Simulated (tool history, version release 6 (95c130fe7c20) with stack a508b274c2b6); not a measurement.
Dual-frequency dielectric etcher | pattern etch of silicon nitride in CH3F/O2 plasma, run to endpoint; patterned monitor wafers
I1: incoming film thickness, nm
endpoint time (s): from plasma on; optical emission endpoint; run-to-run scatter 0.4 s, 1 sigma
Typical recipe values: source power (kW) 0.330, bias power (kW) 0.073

Run 1, hour 0.0: usual settings but source power (kW) 0.280; I1 56.0. Result: endpoint time (s) 71.5.
Run 2, hour 43.2: usual settings but source power (kW) 0.280; I1 56.4. Result: endpoint time (s) 71.8.
Run 3, hour 93.6: usual settings but source power (kW) 0.350, bias power (kW) 0.085; I1 56.0. Result: endpoint time (s) 59.0.
Run 4, hour 158.1: usual settings but source power (kW) 0.350, bias power (kW) 0.085; I1 56.3. Result: endpoint time (s) 60.0.
Run 5, hour 312.8: usual settings but source power (kW) 0.390, bias power (kW) 0.077; I1 55.7. Result: endpoint time (s) 58.9.
Run 6, hour 350.3: usual settings but source power (kW) 0.390, bias power (kW) 0.077; I1 56.5. Result: endpoint time (s) 59.5.
Run 7, hour 381.5: usual settings but source power (kW) 0.390, bias power (kW) 0.077; I1 56.1. Result: endpoint time (s) 59.3.
Run 8, hour 418.9: usual settings but bias power (kW) 0.068; I1 55.6. Result: endpoint time (s) 68.0.
Run 9, hour 452.7: usual settings but bias power (kW) 0.068; I1 56.4. Result: endpoint time (s) 68.7.
Run 10, hour 507.4: usual settings; I1 56.7. Result: endpoint time (s) 67.0.
Run 11, hour 581.7: usual settings; I1 56.7. Result: endpoint time (s) 67.2.
Run 12, hour 595.4: usual settings but bias power (kW) 0.086; I1 55.5. Result: endpoint time (s) 60.3.
Run 13, hour 654.2: usual settings; I1 56.4. Result: endpoint time (s) 66.9.
Run 14, hour 702.7: usual settings but source power (kW) 0.360, bias power (kW) 0.086; I1 56.1. Result: endpoint time (s) 58.6.
Run 15, hour 756.3: usual settings but source power (kW) 0.400; I1 56.0. Result: endpoint time (s) 59.7.
Run 16, hour 781.2: usual settings; I1 56.2. Result: endpoint time (s) 66.6.
Run 17, hour 818.5: usual settings but source power (kW) 0.290, bias power (kW) 0.068; I1 56.0. Result: endpoint time (s) 72.5.
Run 18, hour 854.6: usual settings; I1 55.9. Result: endpoint time (s) 66.7.
Run 19, hour 881.0: usual settings; I1 56.4. Result: endpoint time (s) 67.1.
Run 20, hour 924.8: usual settings; I1 56.5. Result: endpoint time (s) 65.8.
Run 21, hour 956.8: usual settings but source power (kW) 0.400, bias power (kW) 0.084; I1 56.0. Result: endpoint time (s) 55.4.
Run 22, hour 1001.3: usual settings but bias power (kW) 0.079; I1 56.0. Result: endpoint time (s) 62.0.
Run 23, hour 1090.8: usual settings but source power (kW) 0.280, bias power (kW) 0.082; I1 56.0. Result: endpoint time (s) 66.5.
Run 24, hour 1125.0: usual settings but source power (kW) 0.410, bias power (kW) 0.089; I1 56.2. Result: endpoint time (s) 54.0.
Run 25, hour 1179.8: usual settings but source power (kW) 0.390, bias power (kW) 0.055; I1 55.6. Result: endpoint time (s) 67.6.
Run 26, hour 1204.4: usual settings but source power (kW) 0.370, bias power (kW) 0.063; I1 55.9. Result: endpoint time (s) 65.9.
Run 27, hour 1236.1: usual settings but source power (kW) 0.260, bias power (kW) 0.087; I1 55.8. Result: endpoint time (s) 67.5.
Run 28, hour 1303.1: usual settings; I1 55.9. Result: endpoint time (s) 64.6.
Run 29, hour 1353.1: usual settings but source power (kW) 0.360, bias power (kW) 0.066; I1 56.6. Result: endpoint time (s) 66.4.
Run 30, hour 1416.1: usual settings but source power (kW) 0.360, bias power (kW) 0.078; I1 56.2. Result: endpoint time (s) 60.6.
Run 31, hour 1586.0: usual settings but source power (kW) 0.380, bias power (kW) 0.085; I1 56.5. Result: endpoint time (s) 57.3.
Run 32, hour 1633.6: usual settings but source power (kW) 0.390, bias power (kW) 0.078; I1 56.4. Result: endpoint time (s) 58.4.
Run 33, hour 1663.2: usual settings but bias power (kW) 0.090; I1 55.6. Result: endpoint time (s) 59.5.
Run 34, hour 1697.5: usual settings but source power (kW) 0.390, bias power (kW) 0.088; I1 56.2. Result: endpoint time (s) 55.8.
Run 35, hour 1766.9: usual settings; I1 55.9. Result: endpoint time (s) 65.2.

Between the runs listed above, the log contained 6 entries, not reproduced here. Where in the sequence does each belong, and how does what the log doesn't record of the tool's condition differ from the listed run before to the listed run after?
Logged between run 10 and run 11: wet clean of the chamber (hour 581.2)
  source power that arrives over what is set, %: -2.53 -> -2.83
  measured result minus the result with no hidden state, endpoint time (s): +0.9 -> +1.0
Logged between run 14 and run 15: upper electrode replaced (hour 754.9)
  source power that arrives over what is set, %: -3.35 -> -3.6
  measured result minus the result with no hidden state, endpoint time (s): +1.0 -> +1.1
Logged between run 19 and run 20: source power generator calibrated (hour 897.9)
  source power that arrives over what is set, %: -4.21 -> 0.207
  measured result minus the result with no hidden state, endpoint time (s): +1.4 -> +0.0
Logged between run 20 and run 21: bias power generator calibrated (hour 956.3)
  source power that arrives over what is set, %: 0.207 -> 0.203
  measured result minus the result with no hidden state, endpoint time (s): +0.0 -> +0.0
Logged between run 22 and run 23: wet clean of the chamber (hour 1090.3)
  source power that arrives over what is set, %: 0.192 -> 0.153
  measured result minus the result with no hidden state, endpoint time (s): -0.1 -> -0.1
Logged between run 31 and run 32: wet clean of the chamber (hour 1633.1)
  source power that arrives over what is set, %: -0.488 -> -0.587
  measured result minus the result with no hidden state, endpoint time (s): +0.2 -> +0.1

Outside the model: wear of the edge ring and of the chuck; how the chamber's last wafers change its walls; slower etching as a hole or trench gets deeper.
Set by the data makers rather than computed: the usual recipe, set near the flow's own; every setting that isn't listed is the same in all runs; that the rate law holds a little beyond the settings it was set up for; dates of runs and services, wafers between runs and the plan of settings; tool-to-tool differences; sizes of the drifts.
